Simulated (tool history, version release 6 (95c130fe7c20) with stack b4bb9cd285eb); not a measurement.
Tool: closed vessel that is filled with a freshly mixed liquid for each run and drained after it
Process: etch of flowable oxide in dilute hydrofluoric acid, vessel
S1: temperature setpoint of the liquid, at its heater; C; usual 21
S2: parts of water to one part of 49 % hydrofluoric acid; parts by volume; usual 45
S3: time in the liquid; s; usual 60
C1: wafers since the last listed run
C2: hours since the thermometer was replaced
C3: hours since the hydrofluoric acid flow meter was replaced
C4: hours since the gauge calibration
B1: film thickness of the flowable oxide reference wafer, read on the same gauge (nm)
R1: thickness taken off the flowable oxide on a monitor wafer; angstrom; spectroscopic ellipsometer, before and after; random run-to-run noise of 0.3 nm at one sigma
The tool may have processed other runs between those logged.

| run | hour | S1 | S2 | S3 | C1 | C2 | C3 | C4 | B1 | R1 |
|---|---|---|---|---|---|---|---|---|---|---|
| 1 | 0 | 21 | 45 | 60 | 0 | 651.4 | 1117.9 | 902.1 | 120 | 321.8 |
| 2 | 30 | 19.5 | 55 | 60 | 1908 | 681.4 | 1147.9 | 932.1 | 120 | 250.4 |
| 3 | 53.5 | 19.5 | 55 | 60 | 1494 | 704.9 | 1171.4 | 955.6 | 119.98 | 243 |
| 4 | 74.6 | 21 | 45 | 60 | 1342 | 726 | 1192.5 | 976.7 | 120.02 | 320.6 |
|  | 111 | hydrofluoric acid flow meter replaced |
|  | 120.6 | gauge calibrated |
|  | 155.3 | thermometer replaced |
| 5 | 157 | 21 | 45 | 60 | 5113 | 1.7 | 46 | 36.4 | 119.99 | 353.5 |
| 6 | 188.2 | 21 | 45 | 60 | 1984 | 32.9 | 77.2 | 67.6 | 119.96 | 345.3 |
| 7 | 206.7 | 21 | 45 | 60 | 1176 | 51.4 | 95.7 | 86.1 | 120.02 | 350.2 |
| 8 | 231.7 | 21 | 45 | 60 | 1590 | 76.4 | 120.7 | 111.1 | 119.98 | 346.1 |
| 9 | 253.5 | 21 | 35 | 60 | 1386 | 98.2 | 142.5 | 132.9 | 119.99 | 449.9 |
| 10 | 267 | 20 | 30 | 60 | 858 | 111.7 | 156 | 146.4 | 120.04 | 508.7 |
| 11 | 295.8 | 20 | 30 | 60 | 1831 | 140.5 | 184.8 | 175.2 | 120.06 | 509.2 |
| 12 | 312.4 | 22.5 | 35 | 90 | 1055 | 157.1 | 201.4 | 191.8 | 119.94 | 723.1 |
| 13 | 329.6 | 19 | 45 | 60 | 1093 | 174.3 | 218.6 | 209 | 120.01 | 316.1 |
| 14 | 363.3 | 21 | 45 | 60 | 2143 | 208 | 252.3 | 242.7 | 119.97 | 347.1 |
| 15 | 396.8 | 21 | 65 | 70 | 2130 | 241.5 | 285.8 | 276.2 | 119.97 | 270.5 |
| 16 | 423.8 | 24 | 60 | 60 | 1717 | 268.5 | 312.8 | 303.2 | 119.99 | 283 |
| 17 | 438.2 | 21 | 45 | 60 | 915 | 282.9 | 327.2 | 317.6 | 120 | 341.3 |
| 18 | 455.8 | 19.5 | 45 | 60 | 1119 | 300.5 | 344.8 | 335.2 | 120 | 318.5 |

Run 19, settings as shown, results not yet in. Your forecast:
| 19 | 476.8 | 25.5 | 50 | 80 | 1335 | 321.5 | 365.8 | 356.2 | ? | ? |

Run 19 measured B1 120.03, R1 481.7 angstrom.
If the tool had no hidden condition, the same run with the same run-to-run variation would have returned R1 500.3 angstrom.

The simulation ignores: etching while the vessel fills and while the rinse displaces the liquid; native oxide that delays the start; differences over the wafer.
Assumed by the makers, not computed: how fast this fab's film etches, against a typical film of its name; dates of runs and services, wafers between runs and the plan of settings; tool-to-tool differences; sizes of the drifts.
